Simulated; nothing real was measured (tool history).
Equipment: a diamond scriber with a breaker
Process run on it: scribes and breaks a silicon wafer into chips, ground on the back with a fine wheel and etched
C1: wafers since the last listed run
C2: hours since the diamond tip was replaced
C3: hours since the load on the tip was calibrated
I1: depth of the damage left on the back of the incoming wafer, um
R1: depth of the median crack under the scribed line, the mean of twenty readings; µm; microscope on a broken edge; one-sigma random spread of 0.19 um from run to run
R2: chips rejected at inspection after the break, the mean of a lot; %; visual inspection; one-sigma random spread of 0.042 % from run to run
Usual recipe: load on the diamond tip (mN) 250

{"run": 1, "hour": 0.0, "load on the diamond tip (mN)": 250, "C1": 0, "C2": 206.1, "C3": 731.2, "I1": 0.37, "R1": 9.05, "R2": 2.27}
{"run": 2, "hour": 12.6, "load on the diamond tip (mN)": 250, "C1": 29, "C2": 218.7, "C3": 743.8, "I1": 0.62, "R1": 9.04, "R2": 2.26}
{"run": 3, "hour": 30.0, "load on the diamond tip (mN)": 269, "C1": 41, "C2": 236.1, "C3": 761.2, "I1": 0.54, "R1": 9.71, "R2": 1.18}
{"run": 4, "hour": 36.3, "load on the diamond tip (mN)": 269, "C1": 14, "C2": 242.4, "C3": 767.5, "I1": 0.5, "R1": 9.56, "R2": 1.36}
{"run": 5, "hour": 50.3, "load on the diamond tip (mN)": 269, "C1": 33, "C2": 256.4, "C3": 781.5, "I1": 0.72, "R1": 9.5, "R2": 1.4}
{"run": 6, "hour": 63.6, "load on the diamond tip (mN)": 250, "C1": 31, "C2": 269.7, "C3": 794.8, "I1": 0.65, "R1": 9.06, "R2": 2.83}
{"run": 7, "hour": 76.8, "load on the diamond tip (mN)": 250, "C1": 31, "C2": 282.9, "C3": 808.0, "I1": 0.45, "R1": 9.05, "R2": 2.87}
{"run": 8, "hour": 94.2, "load on the diamond tip (mN)": 250, "C1": 41, "C2": 300.3, "C3": 825.4, "I1": 0.7, "R1": 9.28, "R2": 2.85}
{"run": 9, "hour": 113.3, "load on the diamond tip (mN)": 285, "C1": 45, "C2": 319.4, "C3": 844.5, "I1": 0.45, "R1": 9.79, "R2": 1.12}
{"run": 10, "hour": 129.8, "load on the diamond tip (mN)": 285, "C1": 39, "C2": 335.9, "C3": 861.0, "I1": 0.4, "R1": 9.55, "R2": 1.26}
{"run": 11, "hour": 140.8, "load on the diamond tip (mN)": 285, "C1": 26, "C2": 346.9, "C3": 872.0, "I1": 0.76, "R1": 9.45, "R2": 1.37}
{"run": 12, "hour": 152.6, "load on the diamond tip (mN)": 231, "C1": 28, "C2": 358.7, "C3": 883.8, "I1": 0.43, "R1": 8.66, "R2": 4.9}
{"run": 13, "hour": 160.2, "load on the diamond tip (mN)": 231, "C1": 18, "C2": 366.3, "C3": 891.4, "I1": 0.52, "R1": 8.43, "R2": 4.73}
{"run": 14, "hour": 175.5, "load on the diamond tip (mN)": 231, "C1": 36, "C2": 381.6, "C3": 906.7, "I1": 0.45, "R1": 8.69, "R2": 4.49}
{"run": 15, "hour": 188.9, "load on the diamond tip (mN)": 250, "C1": 31, "C2": 395.0, "C3": 920.1, "I1": 0.69, "R1": 8.71, "R2": 3.26}
{"hour": 192.8, "done": "load on the tip recalibrated"}
{"run": 16, "hour": 203.9, "load on the diamond tip (mN)": 250, "C1": 30, "C2": 410.0, "C3": 11.1, "I1": 0.59, "R1": 8.94, "R2": 3.32}
{"run": 17, "hour": 218.7, "load on the diamond tip (mN)": 250, "C1": 35, "C2": 424.8, "C3": 25.9, "I1": 0.44, "R1": 8.93, "R2": 3.11}
{"hour": 227.5, "done": "diamond tip replaced by a new one"}
{"run": 18, "hour": 232.8, "load on the diamond tip (mN)": 198, "C1": 28, "C2": 5.3, "C3": 40.0, "I1": 0.51, "R1": 9.23, "R2": 2.08}
{"run": 19, "hour": 247.8, "load on the diamond tip (mN)": 198, "C1": 35, "C2": 20.3, "C3": 55.0, "I1": 0.33, "R1": 8.91, "R2": 2.5}
{"run": 20, "hour": 261.1, "load on the diamond tip (mN)": 317, "C1": 31, "C2": 33.6, "C3": 68.3, "I1": 0.58, "R1": 12.09, "R2": 1.77}
{"run": 21, "hour": 269.6, "load on the diamond tip (mN)": 186, "C1": 20, "C2": 42.1, "C3": 76.8, "I1": 0.52, "R1": 8.33, "R2": 4.38}
{"run": 22, "hour": 317.8, "load on the diamond tip (mN)": 271, "C1": 114, "C2": 90.3, "C3": 125.0, "I1": 0.36, "R1": 10.0, "R2": 0.68}
{"run": 23, "hour": 324.7, "load on the diamond tip (mN)": 250, "C1": 16, "C2": 97.2, "C3": 131.9, "I1": 0.77, "R1": 9.76, "R2": 1.11}
{"run": 24, "hour": 333.9, "load on the diamond tip (mN)": 324, "C1": 21, "C2": 106.4, "C3": 141.1, "I1": 0.76, "R1": 11.58, "R2": 1.39}
{"run": 25, "hour": 379.2, "load on the diamond tip (mN)": 192, "C1": 107, "C2": 151.7, "C3": 186.4, "I1": 0.4, "R1": 8.03, "R2": 7.77}
{"run": 26, "hour": 395.2, "load on the diamond tip (mN)": 271, "C1": 37, "C2": 167.7, "C3": 202.4, "I1": 0.49, "R1": 9.85, "R2": 0.79}
{"run": 27, "hour": 401.3, "load on the diamond tip (mN)": 301, "C1": 14, "C2": 173.8, "C3": 208.5, "I1": 0.6, "R1": 10.84, "R2": 0.58}
{"run": 28, "hour": 411.9, "load on the diamond tip (mN)": 220, "C1": 25, "C2": 184.4, "C3": 219.1, "I1": 0.4, "R1": 8.94, "R2": 3.95}
{"run": 29, "hour": 426.9, "load on the diamond tip (mN)": 304, "C1": 35, "C2": 199.4, "C3": 234.1, "I1": 0.35, "R1": 10.24, "R2": 0.5}
{"run": 30, "hour": 479.4, "load on the diamond tip (mN)": 292, "C1": 124, "C2": 251.9, "C3": 286.6, "I1": 0.37, "R1": 10.31, "R2": 0.75}
{"run": 31, "hour": 490.1, "load on the diamond tip (mN)": 308, "C1": 25, "C2": 262.6, "C3": 297.3, "I1": 0.39, "R1": 10.11, "R2": 0.49}
{"run": 32, "hour": 501.2, "load on the diamond tip (mN)": 298, "C1": 26, "C2": 273.7, "C3": 308.4, "I1": 0.51, "R1": 10.44, "R2": 0.68}
{"run": 33, "hour": 517.9, "load on the diamond tip (mN)": 210, "C1": 39, "C2": 290.4, "C3": 325.1, "I1": 0.52, "R1": 7.98, "R2": 5.77}
{"run": 34, "hour": 528.5, "load on the diamond tip (mN)": 285, "C1": 25, "C2": 301.0, "C3": 335.7, "I1": 0.79, "R1": 10.01, "R2": 1.03}
{"run": 35, "hour": 538.4, "load on the diamond tip (mN)": 208, "C1": 23, "C2": 310.9, "C3": 345.6, "I1": 0.35, "R1": 8.3, "R2": 5.67}
{"run": 36, "hour": 550.5, "load on the diamond tip (mN)": 250, "C1": 28, "C2": 323.0, "C3": 357.7, "I1": 0.7, "R1": 8.92, "R2": 2.67}
{"run": 37, "hour": 567.9, "load on the diamond tip (mN)": 206, "C1": 41, "C2": 340.4, "C3": 375.1, "I1": 0.51, "R1": 8.09, "R2": 6.95}
{"run": 38, "hour": 584.7, "load on the diamond tip (mN)": 250, "C1": 39, "C2": 357.2, "C3": 391.9, "I1": 0.55, "R1": 9.13, "R2": 2.93}
{"run": 39, "hour": 593.1, "load on the diamond tip (mN)": 207, "C1": 19, "C2": 365.6, "C3": 400.3, "I1": 0.74, "R1": 8.08, "R2": 7.5}
{"run": 40, "hour": 606.1, "load on the diamond tip (mN)": 189, "C1": 30, "C2": 378.6, "C3": 413.3, "I1": 0.41, "R1": 7.71, "R2": 9.9}
{"run": 41, "hour": 615.5, "load on the diamond tip (mN)": 196, "C1": 22, "C2": 388.0, "C3": 422.7, "I1": 0.5, "R1": 8.05, "R2": 8.43}

Hidden state, per run?
deviation of the load on the tip from its setpoint, %: 0, the same for each run
H1: share of the diamond tip's cutting effectiveness lost through wear, %
run=1 H1=17.1
run=2 H1=17.5
run=3 H1=18.1
run=4 H1=18.3
run=5 H1=18.7
run=6 H1=19.1
run=7 H1=19.4
run=8 H1=19.8
run=9 H1=20.2
run=10 H1=20.5
run=11 H1=20.6
run=12 H1=20.8
run=13 H1=20.9
run=14 H1=21.1
run=15 H1=21.3
run=16 H1=21.5
run=17 H1=21.6
run=18 H1=0.851
run=19 H1=2.7
run=20 H1=4.21
run=21 H1=5.11
run=22 H1=9.42
run=23 H1=9.94
run=24 H1=10.6
run=25 H1=13.4
run=26 H1=14.2
run=27 H1=14.4
run=28 H1=14.9
run=29 H1=15.5
run=30 H1=17.3
run=31 H1=17.6
run=32 H1=17.9
run=33 H1=18.3
run=34 H1=18.5
run=35 H1=18.7
run=36 H1=18.9
run=37 H1=19.2
run=38 H1=19.5
run=39 H1=19.6
run=40 H1=19.8
run=41 H1=19.9
